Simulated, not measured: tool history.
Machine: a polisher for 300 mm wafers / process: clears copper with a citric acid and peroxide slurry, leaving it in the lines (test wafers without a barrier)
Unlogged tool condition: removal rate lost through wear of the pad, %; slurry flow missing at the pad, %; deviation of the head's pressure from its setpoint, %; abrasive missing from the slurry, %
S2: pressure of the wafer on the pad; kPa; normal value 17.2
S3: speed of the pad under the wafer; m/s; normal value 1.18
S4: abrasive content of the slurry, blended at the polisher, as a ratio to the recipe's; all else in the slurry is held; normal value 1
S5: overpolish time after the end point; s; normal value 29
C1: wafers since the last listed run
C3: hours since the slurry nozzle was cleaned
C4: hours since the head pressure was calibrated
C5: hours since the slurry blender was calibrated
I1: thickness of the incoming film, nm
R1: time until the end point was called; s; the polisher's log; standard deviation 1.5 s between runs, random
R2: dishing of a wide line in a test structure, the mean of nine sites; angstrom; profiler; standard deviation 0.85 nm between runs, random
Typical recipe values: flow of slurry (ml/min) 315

Run 1, hour 0.0: usual settings; C1 0; wafers polished on this pad 705; C3 105.3; C4 669.2; C5 138.4; I1 151.0. Result: R1 79.6 s, R2 351 angstrom.
Run 2, hour 8.3: usual settings but S2 14.5 kPa; C1 116; wafers polished on this pad 821; C3 113.6; C4 677.5; C5 146.7; I1 152.7. Result: R1 92.9 s, R2 296 angstrom.
Run 3, hour 18.2: usual settings but S2 14.5 kPa; C1 138; wafers polished on this pad 960; C3 123.5; C4 687.4; C5 156.6; I1 153.3. Result: R1 94.0 s, R2 299 angstrom.
Run 4, hour 31.2: usual settings but S2 14.5 kPa; C1 182; wafers polished on this pad 1142; C3 136.5; C4 700.4; C5 169.6; I1 149.1. Result: R1 96.1 s, R2 305 angstrom.
Run 5, hour 41.8: usual settings but flow of slurry (ml/min) 275, S5 35 s; C1 148; wafers polished on this pad 1290; C3 147.1; C4 711.0; C5 180.2; I1 149.2. Result: R1 88.3 s, R2 376 angstrom.
At hour 53.3: worn pad replaced by a new one.
Run 6, hour 57.4: usual settings but S3 1.38 m/s, S5 22 s; C1 162; wafers polished on this pad 56; C3 162.7; C4 726.6; C5 195.8; I1 150.4. Result: R1 71.3 s, R2 307 angstrom.
Run 7, hour 74.1: usual settings but S3 1.38 m/s, S5 22 s; C1 233; wafers polished on this pad 290; C3 179.4; C4 743.3; C5 212.5; I1 148.5. Result: R1 68.3 s, R2 302 angstrom.
Run 8, hour 104.4: usual settings but S3 1.38 m/s, S5 22 s; C1 424; wafers polished on this pad 714; C3 209.7; C4 773.6; C5 242.8; I1 149.8. Result: R1 72.4 s, R2 293 angstrom.
At hour 117.0: slurry blender recalibrated.
At hour 117.6: slurry nozzle cleaned.
Run 9, hour 118.1: usual settings; C1 154; wafers polished on this pad 869; C3 0.5; C4 787.3; C5 1.1; I1 148.4. Result: R1 81.2 s, R2 334 angstrom.
Run 10, hour 126.1: usual settings; C1 112; wafers polished on this pad 981; C3 8.5; C4 795.3; C5 9.1; I1 149.5. Result: R1 84.2 s, R2 328 angstrom.

Estimate the outcome of run 11 from the log above:
At hour 144.5: worn pad replaced by a new one.
Run 11, hour 145.0: usual settings but S2 11.0 kPa; C1 208; wafers polished on this pad 7; C3 27.4; C4 814.2; C5 28.0; I1 150.5. Result: R1 ?, R2 ?.

Run 11 measured R1 106.9 s, R2 267 angstrom.
The same run, on a tool lacking any hidden state, would have yielded R1 104.8 s, R2 271 angstrom.

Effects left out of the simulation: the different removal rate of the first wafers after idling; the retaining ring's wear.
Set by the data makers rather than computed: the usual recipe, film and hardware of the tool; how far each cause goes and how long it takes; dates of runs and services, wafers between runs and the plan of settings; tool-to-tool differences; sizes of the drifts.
